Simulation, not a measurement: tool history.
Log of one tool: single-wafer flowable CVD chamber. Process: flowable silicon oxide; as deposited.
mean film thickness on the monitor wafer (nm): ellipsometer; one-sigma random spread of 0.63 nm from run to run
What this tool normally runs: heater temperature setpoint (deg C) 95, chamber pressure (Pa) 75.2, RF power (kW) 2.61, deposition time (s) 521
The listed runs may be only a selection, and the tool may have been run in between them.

run    hour  heater temperature setpoint (deg C)  chamber pressure (Pa)  RF power (kW)  deposition time (s)  read-back reference wafer on the same gauge, thickness_nm  mean film thickness on the monitor wafer (nm)
  1       0                                   95                   87.5           2.61                  583                                                    224.032                                        326.568
  2   105.9                                   95                   75.2           2.61                  521                                                    224.016                                        252.053
  3   189.5                                   95                   75.2          2.215                  475                                                    224.039                                        225.611
  4   251.7                                   95                   75.2           2.61                  521                                                    224.111                                          253.3
  5   321.2                                   95                   75.2           2.61                  521                                                    224.165                                        252.923
  6   424.4                                   95                   75.2           2.61                  521                                                    223.969                                        253.345
  7   468.1                                   95                   75.2           2.61                  521                                                    223.856                                        254.788
  8   506.7                                   95                   75.2           2.61                  521                                                    224.081                                        255.773
  9   574.7                                   95                   75.2           2.61                  521                                                     224.24                                        255.018
      607.8  -- capacitance manometer re-zeroed and calibrated
 10   678.1                                   95                   75.2           2.61                  521                                                    223.965                                        244.759
 11   783.3                                   95                   57.1          2.365                  521                                                     223.83                                        185.021
      794.1  -- showerhead replaced
 12   836.4                                   91                   75.2           2.61                  459                                                    224.068                                        250.289
      857.4  -- thermocouple changed; heater temperature recalibrated
 13     923                                  102                   75.2           2.61                  521                                                    224.096                                         186.92
 14  1001.8                                   95                   64.3           2.38                  456                                                    224.054                                        181.138
     1020.9  -- gauge calibrated
 15  1042.6                                   95                   75.2           2.61                  521                                                    224.002                                        243.431
     1093.9  -- RF generator calibrated
 16  1347.5                                   81                   80.1           2.61                  603                                                    223.924                                        498.314
 17  1394.7                                   95                   57.1          2.365                  521                                                    224.165                                        187.387
 18  1438.1                                  101                   85.9           2.99                  562                                                     224.02                                        245.969
 19  1476.2                                   95                   57.2           2.47                  521                                                    223.903                                        188.453
 20    1541                                   95                   75.2           2.61                  521                                                    223.842                                        247.051
 21  1580.8                                   95                   75.2           2.61                  521                                                    223.719                                        248.174

Predict each of these 4 candidate next runs independently; none follows another, all start after run 21:
  A  1581.3                                   95                   62.1           2.61                  521                                                          ?                                              ?
  B  1581.3                                  101                   64.5          2.425                  562                                                          ?                                              ?
  C  1581.3                                   83                   75.2           2.84                  433                                                          ?                                              ?
  D  1581.3                                   82                   75.2           2.41                  521                                                          ?                                              ?

run  read-back reference wafer on the same gauge, thickness_nm  mean film thickness on the monitor wafer (nm)
  A                                                     223.69                                        205.794
  B                                                     223.69                                        181.624
  C                                                     223.69                                        318.292
  D                                                     223.69                                        388.671
Had the tool no hidden state, the same runs would have come out as:
run  mean film thickness on the monitor wafer (nm)
  A                                        203.701
  B                                        179.882
  C                                         314.86
  D                                        384.943
